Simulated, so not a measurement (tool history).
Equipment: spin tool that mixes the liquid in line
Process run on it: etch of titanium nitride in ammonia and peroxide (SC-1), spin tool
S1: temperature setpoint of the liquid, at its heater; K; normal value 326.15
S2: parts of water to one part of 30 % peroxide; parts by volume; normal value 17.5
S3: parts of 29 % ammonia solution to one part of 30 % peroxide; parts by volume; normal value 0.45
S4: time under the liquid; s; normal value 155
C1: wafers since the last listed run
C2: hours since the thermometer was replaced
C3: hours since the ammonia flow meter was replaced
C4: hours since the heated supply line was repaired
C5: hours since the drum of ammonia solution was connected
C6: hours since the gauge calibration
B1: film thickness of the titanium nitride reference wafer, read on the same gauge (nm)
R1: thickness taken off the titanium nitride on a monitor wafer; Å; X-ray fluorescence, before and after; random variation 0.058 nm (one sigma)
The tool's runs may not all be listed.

| run | hour | S1 | S2 | S3 | S4 | C1 | C2 | C3 | C4 | C5 | C6 | B1 | R1 |
|---|---|---|---|---|---|---|---|---|---|---|---|---|---|
| 1 | 0.0 | 326.15 | 17.5 | 0.45 | 155 | 0 | 2073.8 | 323.6 | 1039.7 | 444.6 | 79.0 | 109.99 | 103.4 |
| 2 | 75.1 | 326.15 | 11.0 | 0.45 | 155 | 662 | 2148.9 | 398.7 | 1114.8 | 519.7 | 154.1 | 110.02 | 133.2 |
| 3 | 128.3 | 326.15 | 11.0 | 0.45 | 155 | 469 | 2202.1 | 451.9 | 1168.0 | 572.9 | 207.3 | 110.01 | 133.7 |
|  | 135.2 | new drum of ammonia solution connected |
| 4 | 213.7 | 326.15 | 17.5 | 0.45 | 155 | 744 | 2287.5 | 537.3 | 1253.4 | 78.5 | 292.7 | 109.99 | 103.9 |
| 5 | 304.7 | 326.15 | 17.5 | 0.45 | 155 | 802 | 2378.5 | 628.3 | 1344.4 | 169.5 | 383.7 | 110.02 | 104.9 |
| 6 | 368.3 | 326.15 | 17.5 | 0.45 | 155 | 560 | 2442.1 | 691.9 | 1408.0 | 233.1 | 447.3 | 110.03 | 105.4 |
| 7 | 421.0 | 326.15 | 17.5 | 0.45 | 155 | 464 | 2494.8 | 744.6 | 1460.7 | 285.8 | 500.0 | 110.02 | 107.0 |
| 8 | 465.7 | 326.15 | 17.5 | 0.45 | 155 | 394 | 2539.5 | 789.3 | 1505.4 | 330.5 | 544.7 | 109.97 | 105.7 |
| 9 | 529.9 | 326.15 | 17.5 | 0.45 | 230 | 566 | 2603.7 | 853.5 | 1569.6 | 394.7 | 608.9 | 110.01 | 158.3 |
|  | 589.3 | new drum of ammonia solution connected |
| 10 | 615.8 | 326.15 | 17.5 | 0.45 | 155 | 748 | 2689.6 | 939.4 | 1655.5 | 26.5 | 694.8 | 110.02 | 108.5 |
|  | 644.6 | heated supply line repaired |
| 11 | 676.8 | 320.65 | 13.5 | 0.35 | 75 | 529 | 2750.6 | 1000.4 | 32.2 | 87.5 | 755.8 | 109.99 | 39.6 |
|  | 728.6 | gauge calibrated |
| 12 | 729.6 | 326.15 | 17.5 | 0.45 | 155 | 465 | 2803.4 | 1053.2 | 85.0 | 140.3 | 1.0 | 109.99 | 108.0 |
| 13 | 829.2 | 326.15 | 17.5 | 0.45 | 155 | 878 | 2903.0 | 1152.8 | 184.6 | 239.9 | 100.6 | 110.00 | 108.0 |
|  | 832.4 | ammonia flow meter replaced |
|  | 867.1 | thermometer replaced |
| 14 | 914.9 | 326.15 | 10.0 | 0.45 | 155 | 737 | 47.8 | 82.5 | 270.3 | 325.6 | 186.3 | 109.97 | 121.7 |
| 15 | 1022.1 | 326.15 | 14.5 | 0.55 | 235 | 945 | 155.0 | 189.7 | 377.5 | 432.8 | 293.5 | 109.99 | 157.6 |
| 16 | 1059.4 | 326.15 | 17.5 | 0.45 | 100 | 328 | 192.3 | 227.0 | 414.8 | 470.1 | 330.8 | 110.01 | 59.0 |
| 17 | 1129.4 | 332.15 | 17.5 | 0.60 | 155 | 617 | 262.3 | 297.0 | 484.8 | 540.1 | 400.8 | 109.99 | 144.7 |
|  | 1149.9 | new drum of ammonia solution connected |
| 18 | 1181.6 | 329.65 | 17.5 | 0.45 | 195 | 451 | 314.5 | 349.2 | 537.0 | 31.7 | 453.0 | 110.02 | 145.0 |

Branching from run 18: 5 alternative next runs. What would each branch give?
| A | 1182.1 | 326.15 | 17.5 | 0.45 | 155 | 4 | 315.0 | 349.7 | 537.5 | 32.2 | 453.5 | ? | ? |
| B | 1182.1 | 334.15 | 17.5 | 0.45 | 155 | 4 | 315.0 | 349.7 | 537.5 | 32.2 | 453.5 | ? | ? |
| C | 1182.1 | 326.15 | 15.0 | 0.40 | 85 | 4 | 315.0 | 349.7 | 537.5 | 32.2 | 453.5 | ? | ? |
| D | 1182.1 | 320.15 | 17.5 | 0.45 | 155 | 4 | 315.0 | 349.7 | 537.5 | 32.2 | 453.5 | ? | ? |
| E | 1182.1 | 326.15 | 9.5 | 0.45 | 65 | 4 | 315.0 | 349.7 | 537.5 | 32.2 | 453.5 | ? | ? |

| run | B1 | R1 |
|---|---|---|
| A | 110.03 | 92.1 |
| B | 110.03 | 156.8 |
| C | 110.03 | 53.8 |
| D | 110.03 | 60.7 |
| E | 110.03 | 53.7 |
Stripped of hidden state, with their random variation kept, the same runs would have yielded:
| run | R1 |
|---|---|
| A | 88.1 |
| B | 150.2 |
| C | 51.4 |
| D | 58.0 |
| E | 51.3 |
